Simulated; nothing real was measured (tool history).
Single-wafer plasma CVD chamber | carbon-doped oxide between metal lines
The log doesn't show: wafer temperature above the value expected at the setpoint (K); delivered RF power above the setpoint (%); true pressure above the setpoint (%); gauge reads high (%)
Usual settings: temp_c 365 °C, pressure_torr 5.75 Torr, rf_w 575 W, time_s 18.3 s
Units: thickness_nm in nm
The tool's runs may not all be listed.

| run | day | temp_c | pressure_torr | rf_w | time_s | wafers since the last listed run | hours since the last thermocouple change | hours since the last RF generator calibration | hours since the last manometer calibration | hours since the showerhead was replaced | hours since the gauge calibration | read-back reference wafer on the same gauge, thickness_nm | thickness_nm |
|---|---|---|---|---|---|---|---|---|---|---|---|---|---|
| 1 | 0 | 365 | 5.75 | 575 | 18.3 | 0 | 2271.5 | 1661 | 2465.3 | 3921.8 | 143 | 86.99 | 97.288 |
| 2 | 0.388 | 365 | 5.75 | 575 | 18.3 | 257 | 2280.8 | 1670.3 | 2474.6 | 3931.1 | 152.3 | 86.967 | 97.316 |
|  | 0.675 | gauge calibrated |
| 3 | 1.133 | 365 | 5.75 | 575 | 18.3 | 496 | 2298.7 | 1688.2 | 2492.5 | 3949 | 11 | 87.008 | 97.302 |
| 4 | 1.471 | 365 | 5.37 | 575 | 18.3 | 224 | 2306.8 | 1696.3 | 2500.6 | 3957.1 | 19.1 | 87.003 | 96.516 |
| 5 | 1.971 | 365 | 5.75 | 515 | 18.3 | 332 | 2318.8 | 1708.3 | 2512.6 | 3969.1 | 31.1 | 87.025 | 88.558 |
|  | 2.712 | capacitance manometer re-zeroed and calibrated |
|  | 2.783 | thermocouple changed; heater temperature recalibrated |
| 6 | 2.804 | 365 | 5.75 | 575 | 18.3 | 286 | 0.5 | 1728.3 | 2.2 | 3989.1 | 51.1 | 86.974 | 97.099 |
| 7 | 3.079 | 365 | 5.75 | 575 | 18.3 | 182 | 7.1 | 1734.9 | 8.8 | 3995.7 | 57.7 | 86.984 | 97.22 |
| 8 | 3.438 | 365 | 5.75 | 575 | 18.3 | 238 | 15.7 | 1743.5 | 17.4 | 4004.3 | 66.3 | 86.977 | 96.796 |
| 9 | 4.158 | 365 | 5.75 | 575 | 18.3 | 479 | 33 | 1760.8 | 34.7 | 4021.6 | 83.6 | 86.972 | 97.029 |
| 10 | 4.45 | 365 | 5.75 | 575 | 18.3 | 193 | 40 | 1767.8 | 41.7 | 4028.6 | 90.6 | 87.009 | 96.621 |
| 11 | 4.867 | 358 | 5.75 | 525 | 18.3 | 277 | 50 | 1777.8 | 51.7 | 4038.6 | 100.6 | 87.007 | 91.086 |
| 12 | 5.375 | 365 | 5.75 | 665 | 21.2 | 338 | 62.2 | 1790 | 63.9 | 4050.8 | 112.8 | 86.956 | 125.037 |
|  | 6.162 | showerhead replaced |
|  | 6.221 | RF generator calibrated |
| 13 | 6.242 | 365 | 5.75 | 575 | 18.3 | 318 | 83 | 0.5 | 84.7 | 1.9 | 133.6 | 87.006 | 101.957 |
| 14 | 6.354 | 365 | 5.75 | 575 | 21.5 | 74 | 85.7 | 3.2 | 87.4 | 4.6 | 136.3 | 87.023 | 119.509 |
|  | 6.642 | gauge calibrated |
| 15 | 7.017 | 365 | 6.45 | 495 | 18.3 | 440 | 101.6 | 19.1 | 103.3 | 20.5 | 9 | 87.004 | 90.841 |
| 16 | 7.312 | 365 | 5.75 | 525 | 18.3 | 196 | 108.7 | 26.2 | 110.4 | 27.6 | 16.1 | 87.024 | 94.474 |
| 17 | 7.571 | 372 | 5.75 | 575 | 18.3 | 171 | 114.9 | 32.4 | 116.6 | 33.8 | 22.3 | 87.001 | 100.2 |
| 18 | 8.054 | 358 | 5.75 | 525 | 18.3 | 321 | 126.5 | 44 | 128.2 | 45.4 | 33.9 | 86.96 | 96.076 |
| 19 | 8.758 | 376 | 5.75 | 575 | 16.4 | 468 | 143.4 | 60.9 | 145.1 | 62.3 | 50.8 | 87.018 | 89.241 |

5 ways to go on from here, each from the tool as it stands after run 19. What would each give?
| A | 8.775 | 365 | 5.75 | 575 | 18.3 | 11 | 143.8 | 61.3 | 145.5 | 62.7 | 51.2 | ? | ? |
| B | 8.775 | 365 | 5.75 | 635 | 18.3 | 11 | 143.8 | 61.3 | 145.5 | 62.7 | 51.2 | ? | ? |
| C | 8.775 | 365 | 6.2 | 575 | 20.8 | 11 | 143.8 | 61.3 | 145.5 | 62.7 | 51.2 | ? | ? |
| D | 8.775 | 365 | 5.75 | 575 | 19.3 | 11 | 143.8 | 61.3 | 145.5 | 62.7 | 51.2 | ? | ? |
| E | 8.775 | 373 | 5.75 | 470 | 18.3 | 11 | 143.8 | 61.3 | 145.5 | 62.7 | 51.2 | ? | ? |

| run | read-back reference wafer on the same gauge, thickness_nm | thickness_nm |
|---|---|---|
| A | 86.996 | 101.536 |
| B | 86.996 | 109.712 |
| C | 86.996 | 116.065 |
| D | 86.996 | 106.987 |
| E | 86.996 | 83.652 |
Without the tool's hidden state the same runs would have given:
| run | thickness_nm |
|---|---|
| A | 102.548 |
| B | 110.8 |
| C | 117.222 |
| D | 108.054 |
| E | 84.664 |

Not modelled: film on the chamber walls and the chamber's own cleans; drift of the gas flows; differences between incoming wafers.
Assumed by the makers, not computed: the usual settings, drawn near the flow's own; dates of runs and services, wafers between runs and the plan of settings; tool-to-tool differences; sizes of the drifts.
